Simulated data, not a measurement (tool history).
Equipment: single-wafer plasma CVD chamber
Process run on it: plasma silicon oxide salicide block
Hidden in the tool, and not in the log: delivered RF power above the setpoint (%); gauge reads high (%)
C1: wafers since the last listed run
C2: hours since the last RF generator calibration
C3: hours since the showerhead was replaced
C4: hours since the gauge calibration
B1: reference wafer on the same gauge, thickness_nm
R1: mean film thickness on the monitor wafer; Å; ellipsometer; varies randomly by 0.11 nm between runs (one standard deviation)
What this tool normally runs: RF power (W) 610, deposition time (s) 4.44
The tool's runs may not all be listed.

{"run": 1, "hour": 0.0, "RF power (W)": 610, "deposition time (s)": 4.44, "C1": 0, "C2": 123.1, "C3": 5468.7, "C4": 891.9, "B1": 43.218, "R1": 429.33}
{"run": 2, "hour": 19.2, "RF power (W)": 610, "deposition time (s)": 4.44, "C1": 550, "C2": 142.3, "C3": 5487.9, "C4": 911.1, "B1": 43.222, "R1": 428.77}
{"run": 3, "hour": 38.4, "RF power (W)": 610, "deposition time (s)": 4.03, "C1": 550, "C2": 161.5, "C3": 5507.1, "C4": 930.3, "B1": 43.19, "R1": 391.62}
{"run": 4, "hour": 53.7, "RF power (W)": 610, "deposition time (s)": 4.03, "C1": 438, "C2": 176.8, "C3": 5522.4, "C4": 945.6, "B1": 43.193, "R1": 390.65}
{"run": 5, "hour": 86.6, "RF power (W)": 610, "deposition time (s)": 4.03, "C1": 942, "C2": 209.7, "C3": 5555.3, "C4": 978.5, "B1": 43.19, "R1": 389.27}
{"run": 6, "hour": 121.2, "RF power (W)": 610, "deposition time (s)": 4.44, "C1": 991, "C2": 244.3, "C3": 5589.9, "C4": 1013.1, "B1": 43.204, "R1": 430.08}
{"run": 7, "hour": 135.9, "RF power (W)": 610, "deposition time (s)": 4.44, "C1": 421, "C2": 259, "C3": 5604.6, "C4": 1027.8, "B1": 43.184, "R1": 429.7}
{"run": 8, "hour": 161.4, "RF power (W)": 610, "deposition time (s)": 4.44, "C1": 730, "C2": 284.5, "C3": 5630.1, "C4": 1053.3, "B1": 43.208, "R1": 429.51}
{"run": 9, "hour": 193.4, "RF power (W)": 610, "deposition time (s)": 4.44, "C1": 916, "C2": 316.5, "C3": 5662.1, "C4": 1085.3, "B1": 43.184, "R1": 431.21}
{"run": 10, "hour": 229.4, "RF power (W)": 610, "deposition time (s)": 4.44, "C1": 1031, "C2": 352.5, "C3": 5698.1, "C4": 1121.3, "B1": 43.185, "R1": 429}
{"run": 11, "hour": 260.9, "RF power (W)": 690, "deposition time (s)": 4.44, "C1": 902, "C2": 384, "C3": 5729.6, "C4": 1152.8, "B1": 43.23, "R1": 436.09}
{"run": 12, "hour": 301.9, "RF power (W)": 690, "deposition time (s)": 4.44, "C1": 1174, "C2": 425, "C3": 5770.6, "C4": 1193.8, "B1": 43.224, "R1": 437.37}
{"run": 13, "hour": 329.4, "RF power (W)": 690, "deposition time (s)": 4.44, "C1": 788, "C2": 452.5, "C3": 5798.1, "C4": 1221.3, "B1": 43.212, "R1": 435}
{"run": 14, "hour": 343.8, "RF power (W)": 610, "deposition time (s)": 4.44, "C1": 412, "C2": 466.9, "C3": 5812.5, "C4": 1235.7, "B1": 43.167, "R1": 428.67}
{"hour": 375.8, "done": "gauge calibrated"}
{"run": 15, "hour": 450.0, "RF power (W)": 610, "deposition time (s)": 4.44, "C1": 3043, "C2": 573.1, "C3": 5918.7, "C4": 74.2, "B1": 43.21, "R1": 427.31}
{"hour": 467.7, "done": "showerhead replaced"}
{"run": 16, "hour": 478.7, "RF power (W)": 610, "deposition time (s)": 4.44, "C1": 593, "C2": 601.8, "C3": 11, "C4": 102.9, "B1": 43.205, "R1": 427.36}
{"run": 17, "hour": 497.9, "RF power (W)": 610, "deposition time (s)": 4.44, "C1": 550, "C2": 621, "C3": 30.2, "C4": 122.1, "B1": 43.233, "R1": 426.9}
{"run": 18, "hour": 515.7, "RF power (W)": 700, "deposition time (s)": 4.21, "C1": 510, "C2": 638.8, "C3": 48, "C4": 139.9, "B1": 43.209, "R1": 413.39}
{"run": 19, "hour": 541.4, "RF power (W)": 610, "deposition time (s)": 4.04, "C1": 736, "C2": 664.5, "C3": 73.7, "C4": 165.6, "B1": 43.209, "R1": 386.92}
{"run": 20, "hour": 572.5, "RF power (W)": 610, "deposition time (s)": 4.04, "C1": 891, "C2": 695.6, "C3": 104.8, "C4": 196.7, "B1": 43.196, "R1": 387.8}
{"run": 21, "hour": 656.6, "RF power (W)": 610, "deposition time (s)": 4.04, "C1": 2409, "C2": 779.7, "C3": 188.9, "C4": 280.8, "B1": 43.17, "R1": 387.99}
{"run": 22, "hour": 673.7, "RF power (W)": 610, "deposition time (s)": 4.44, "C1": 490, "C2": 796.8, "C3": 206, "C4": 297.9, "B1": 43.187, "R1": 424.18}
{"run": 23, "hour": 699.1, "RF power (W)": 700, "deposition time (s)": 3.92, "C1": 727, "C2": 822.2, "C3": 231.4, "C4": 323.3, "B1": 43.202, "R1": 385.2}
{"run": 24, "hour": 718.7, "RF power (W)": 610, "deposition time (s)": 3.62, "C1": 561, "C2": 841.8, "C3": 251, "C4": 342.9, "B1": 43.224, "R1": 347.67}
{"run": 25, "hour": 741.6, "RF power (W)": 710, "deposition time (s)": 4.13, "C1": 656, "C2": 864.7, "C3": 273.9, "C4": 365.8, "B1": 43.205, "R1": 406.68}
{"run": 26, "hour": 755.1, "RF power (W)": 610, "deposition time (s)": 4.44, "C1": 386, "C2": 878.2, "C3": 287.4, "C4": 379.3, "B1": 43.203, "R1": 426.9}
{"run": 27, "hour": 772.6, "RF power (W)": 655, "deposition time (s)": 3.79, "C1": 501, "C2": 895.7, "C3": 304.9, "C4": 396.8, "B1": 43.197, "R1": 367.28}
{"run": 28, "hour": 803.3, "RF power (W)": 560, "deposition time (s)": 4.44, "C1": 879, "C2": 926.4, "C3": 335.6, "C4": 427.5, "B1": 43.198, "R1": 419.02}
{"run": 29, "hour": 818.3, "RF power (W)": 690, "deposition time (s)": 4.44, "C1": 429, "C2": 941.4, "C3": 350.6, "C4": 442.5, "B1": 43.194, "R1": 432.84}
{"run": 30, "hour": 845.8, "RF power (W)": 705, "deposition time (s)": 4.98, "C1": 788, "C2": 968.9, "C3": 378.1, "C4": 470, "B1": 43.205, "R1": 487.68}
{"run": 31, "hour": 871.2, "RF power (W)": 560, "deposition time (s)": 4.44, "C1": 727, "C2": 994.3, "C3": 403.5, "C4": 495.4, "B1": 43.208, "R1": 419.99}
{"hour": 900.4, "done": "RF generator calibrated"}
{"run": 32, "hour": 917.4, "RF power (W)": 500, "deposition time (s)": 4.44, "C1": 1094, "C2": 17, "C3": 449.7, "C4": 541.6, "B1": 43.179, "R1": 419.24}
{"run": 33, "hour": 946.5, "RF power (W)": 680, "deposition time (s)": 4.44, "C1": 833, "C2": 46.1, "C3": 478.8, "C4": 570.7, "B1": 43.187, "R1": 436.08}
{"run": 34, "hour": 964.2, "RF power (W)": 655, "deposition time (s)": 3.97, "C1": 507, "C2": 63.8, "C3": 496.5, "C4": 588.4, "B1": 43.203, "R1": 389.5}
{"run": 35, "hour": 986.9, "RF power (W)": 670, "deposition time (s)": 4.44, "C1": 650, "C2": 86.5, "C3": 519.2, "C4": 611.1, "B1": 43.174, "R1": 434.74}

Run 36 comes next. What will it give?
{"run": 36, "hour": 1001.2, "RF power (W)": 610, "deposition time (s)": 4.44, "C1": 409, "C2": 100.8, "C3": 533.5, "C4": 625.4, "B1": "?", "R1": "?"}

{"run 36": {"B1": 43.223, "R1": 430.08}}
With no hidden state in the tool, this same run would have given R1 431.25 Å.
